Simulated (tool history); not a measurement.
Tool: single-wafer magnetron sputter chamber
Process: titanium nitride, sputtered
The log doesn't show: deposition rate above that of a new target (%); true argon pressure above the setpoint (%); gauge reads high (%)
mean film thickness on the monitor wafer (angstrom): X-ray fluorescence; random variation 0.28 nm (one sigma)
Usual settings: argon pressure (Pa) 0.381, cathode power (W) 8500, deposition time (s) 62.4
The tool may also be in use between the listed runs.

run     day  argon pressure (Pa)  cathode power (W)  deposition time (s)  wafers since the last listed run  wafers on the sputter target  hours since the last manometer calibration  hours since the magnet pack was replaced  hours since the gauge calibration  read-back reference wafer on the same gauge, thickness_nm  mean film thickness on the monitor wafer (angstrom)
  1   0.000                0.381               9950                 52.9                                 0                          1448                                      1181.4                                    4677.9                             1530.2                                                     99.919                                               891.81
  2   2.312                0.381               9950                 52.9                              1237                          2686                                      1236.9                                    4733.4                             1585.7                                                     99.994                                               884.72
  3   4.188                0.381               8500                 52.9                              1003                          3690                                      1281.9                                    4778.4                             1630.7                                                     99.849                                               748.38
  4   5.400                0.381               8500                 52.9                               649                          4339                                      1311.0                                    4807.5                             1659.8                                                     99.779                                               754.74
  5   7.158                0.381               8500                 62.4                               941                          5280                                      1353.2                                    4849.7                             1702.0                                                     99.761                                               883.80
  6   9.746                0.381               8500                 62.4                              1385                          6665                                      1415.3                                    4911.8                             1764.1                                                     99.794                                               883.69
  7  12.554                0.381               8500                 62.4                              1503                          8168                                      1482.7                                    4979.2                             1831.5                                                     99.888                                               876.89
  8  14.512                0.381               8500                 62.4                              1048                          9216                                      1529.7                                    5026.2                             1878.5                                                     99.972                                               877.70
     15.662  -- sputter target and shields replaced
     18.683  -- capacitance manometer re-zeroed and calibrated
  9  19.238                0.381               8500                 58.7                              2172                          1736                                        13.3                                    5139.6                             1991.9                                                     99.845                                               829.37
 10  21.933                0.302               8500                 62.4                              1443                          3179                                        78.0                                    5204.3                             2056.6                                                     99.820                                               891.73
 11  24.058                0.381               8500                 62.4                              1137                          4316                                       129.0                                    5255.3                             2107.6                                                     99.784                                               873.64
 12  26.296                0.381               8500                 62.4                              1197                          5514                                       182.7                                    5309.0                             2161.3                                                     99.843                                               879.67
 13  27.612                0.381               8500                 62.4                               704                          6219                                       214.3                                    5340.6                             2192.9                                                     99.839                                               875.18
 14  29.283                0.381               8500                 62.4                               894                          7113                                       254.4                                    5380.7                             2233.0                                                    100.015                                               871.49
 15  30.325                0.305               8500                 59.1                               557                          7671                                       279.4                                    5405.7                             2258.0                                                     99.920                                               843.93
     31.433  -- gauge calibrated
     32.854  -- sputter target and shields replaced
 16  33.117                0.530               7250                 53.1                              1315                           141                                       346.4                                    5472.7                               40.4                                                     99.818                                               621.14
 17  36.117                0.381               8500                 62.4                              1605                          1747                                       418.4                                    5544.7                              112.4                                                     99.964                                               893.02
 18  37.804                0.381               8500                 62.4                               903                          2650                                       458.9                                    5585.2                              152.9                                                     99.787                                               882.30
 19  39.321                0.381               9550                 53.1                               811                          3462                                       495.3                                    5621.6                              189.3                                                     99.987                                               846.73
 20  41.658                0.486               7750                 65.7                              1251                          4713                                       551.4                                    5677.7                              245.4                                                     99.872                                               823.57
     42.988  -- magnet pack replaced
 21  43.296                0.314               7300                 70.6                               698                          5411                                       590.7                                       7.4                              284.7                                                     99.799                                               868.17
 22  44.933                0.419               6950                 55.0                               876                          6288                                       630.0                                      46.7                              324.0                                                     99.811                                               625.69
 23  46.338                0.447               9050                 65.8                               751                          7040                                       663.7                                      80.4                              357.7                                                     99.922                                               969.32
 24  49.083                0.280              10600                 66.1                              1469                          8509                                       729.6                                     146.3                              423.6                                                    100.004                                              1184.03
     51.017  -- sputter target and shields replaced
 25  51.038                0.318               8500                 72.6                               867                            10                                       776.5                                     193.2                              470.5                                                    100.059                                              1055.32
 26  53.362                0.381               8500                 62.4                              1244                          1254                                       832.3                                     249.0                              526.3                                                     99.865                                               889.67
 27  54.950                0.381               8500                 50.6                               849                          2104                                       870.4                                     287.1                              564.4                                                     99.908                                               721.14
 28  56.317                0.381               8500                 55.0                               731                          2836                                       903.2                                     319.9                              597.2                                                     99.913                                               784.10
 29  59.062                0.381               8500                 65.6                              1469                          4305                                       969.1                                     385.8                              663.1                                                     99.961                                               927.13
 30  60.892                0.381               7500                 53.7                               979                          5284                                      1013.0                                     429.7                              707.0                                                    100.064                                               668.43
 31  62.179                0.234               7550                 53.2                               689                          5974                                      1043.9                                     460.6                              737.9                                                     99.954                                               695.35
 32  64.600                0.462               8500                 73.6                              1295                          7270                                      1102.0                                     518.7                              796.0                                                     99.846                                              1015.79
 33  66.117                0.496               9650                 72.4                               811                          8081                                      1138.4                                     555.1                              832.4                                                     99.907                                              1123.67
     68.425  -- sputter target and shields replaced
 34  70.296                0.381               8500                 70.0                              2058                          1001                                      1238.7                                     655.4                              932.7                                                     99.923                                               998.37
 35  72.833                0.381               8500                 62.4                              1358                          2360                                      1299.6                                     716.3                              993.6                                                     99.902                                               891.35

How the hidden state differs across the entries between the runs, from the last listed run before each to the first after it:
Between runs 8 and 9: sputter target and shields replaced (day 15.662); capacitance manometer re-zeroed and calibrated (day 18.683)
  deposition rate above that of a new target (%): -2.24 -> -0.721; true argon pressure above the setpoint (%): -15.4 -> -0.174
  measured less the result without the state, mean film thickness on the monitor wafer (angstrom): -5.75 -> -5.87
Between runs 15 and 16: gauge calibrated (day 31.433); sputter target and shields replaced (day 32.854)
  deposition rate above that of a new target (%): -2.12 -> -0.164; true argon pressure above the setpoint (%): -6.38 -> -7.5
  measured less the result without the state, mean film thickness on the monitor wafer (angstrom): -13.37 -> +5.15
Between runs 20 and 21: magnet pack replaced (day 42.988)
  deposition rate above that of a new target (%): -1.24 -> -1.45; true argon pressure above the setpoint (%): -10.1 -> -10.5
  measured less the result without the state, mean film thickness on the monitor wafer (angstrom): +0.12 -> -4.30
Between runs 24 and 25: sputter target and shields replaced (day 51.017)
  deposition rate above that of a new target (%): -2.18 -> -0.0224; true argon pressure above the setpoint (%): -11.7 -> -12.1
  measured less the result without the state, mean film thickness on the monitor wafer (angstrom): -14.40 -> +11.45
Between runs 33 and 34: sputter target and shields replaced (day 68.425)
  deposition rate above that of a new target (%): -1.93 -> -0.502; true argon pressure above the setpoint (%): -13.8 -> -14.1
  measured less the result without the state, mean film thickness on the monitor wafer (angstrom): -2.17 -> +9.69
